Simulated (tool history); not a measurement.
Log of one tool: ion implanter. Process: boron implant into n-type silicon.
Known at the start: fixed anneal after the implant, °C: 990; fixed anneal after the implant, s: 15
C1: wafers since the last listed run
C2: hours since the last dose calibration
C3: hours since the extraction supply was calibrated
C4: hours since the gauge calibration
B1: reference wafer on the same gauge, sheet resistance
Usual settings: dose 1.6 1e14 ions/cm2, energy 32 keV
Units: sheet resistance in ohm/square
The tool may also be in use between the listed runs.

Run 1, hour 0: usual settings; C1 0; C2 490.2; C3 7287.5; C4 12.8; B1 391.78. Result: sheet resistance 461.31 ohm/square.
Run 2, hour 20.6: usual settings; C1 309; C2 510.8; C3 7308.1; C4 33.4; B1 392.17. Result: sheet resistance 461 ohm/square.
Run 3, hour 48.7: usual settings; C1 421; C2 538.9; C3 7336.2; C4 61.5; B1 392.1. Result: sheet resistance 463.66 ohm/square.
Run 4, hour 66.8: usual settings; C1 271; C2 557; C3 7354.3; C4 79.6; B1 391.66. Result: sheet resistance 458.69 ohm/square.
Run 5, hour 85.2: usual settings; C1 276; C2 575.4; C3 7372.7; C4 98; B1 392.13. Result: sheet resistance 461.59 ohm/square.
Run 6, hour 102.1: usual settings; C1 253; C2 592.3; C3 7389.6; C4 114.9; B1 391.96. Result: sheet resistance 460.34 ohm/square.
Run 7, hour 121.6: usual settings; C1 292; C2 611.8; C3 7409.1; C4 134.4; B1 391.58. Result: sheet resistance 461.25 ohm/square.
At hour 134.2: extraction supply calibrated.
Run 8, hour 137.3: usual settings; C1 115; C2 627.5; C3 3.1; C4 150.1; B1 391.89. Result: sheet resistance 459.36 ohm/square.
Run 9, hour 152.2: usual settings but dose 1.14 1e14 ions/cm2, energy 26 keV; C1 223; C2 642.4; C3 18; C4 165; B1 391.96. Result: sheet resistance 609.4 ohm/square.
At hour 183.3: gauge calibrated.
At hour 188.3: Faraday cup replaced and dose calibrated.
Run 10, hour 188.8: usual settings but dose 1.21 1e14 ions/cm2, energy 41.5 keV; C1 429; C2 0.5; C3 54.6; C4 5.5; B1 391.94. Result: sheet resistance 555.99 ohm/square.
Run 11, hour 217.5: usual settings but energy 24 keV; C1 430; C2 29.2; C3 83.3; C4 34.2; B1 391.98. Result: sheet resistance 499.75 ohm/square.
Run 12, hour 273.3: usual settings; C1 837; C2 85; C3 139.1; C4 90; B1 391.7. Result: sheet resistance 475.49 ohm/square.
Run 13, hour 336.8: usual settings but dose 1.15 1e14 ions/cm2, energy 26.5 keV; C1 953; C2 148.5; C3 202.6; C4 153.5; B1 392.18. Result: sheet resistance 626.85 ohm/square.
Run 14, hour 366.2: usual settings but dose 1.24 1e14 ions/cm2, energy 22 keV; C1 441; C2 177.9; C3 232; C4 182.9; B1 392.27. Result: sheet resistance 611.24 ohm/square.

3 ways to go on from here, each from the tool as it stands after run 14. What would each give?
Run A, hour 366.6: usual settings; C1 6; C2 178.3; C3 232.4; C4 183.3; B1 ?. Result: sheet resistance ?.
Run B, hour 366.6: usual settings but dose 1.96 1e14 ions/cm2, energy 36 keV; C1 6; C2 178.3; C3 232.4; C4 183.3; B1 ?. Result: sheet resistance ?.
Run C, hour 366.6: usual settings but dose 1.96 1e14 ions/cm2, energy 28.5 keV; C1 6; C2 178.3; C3 232.4; C4 183.3; B1 ?. Result: sheet resistance ?.

run      B1  sheet resistance
  A  391.89            471.65
  B  391.89               401
  C  391.89            414.25
Without the tool's hidden state the same runs would have given:
run  sheet resistance
  A            474.46
  B            403.37
  C            416.79

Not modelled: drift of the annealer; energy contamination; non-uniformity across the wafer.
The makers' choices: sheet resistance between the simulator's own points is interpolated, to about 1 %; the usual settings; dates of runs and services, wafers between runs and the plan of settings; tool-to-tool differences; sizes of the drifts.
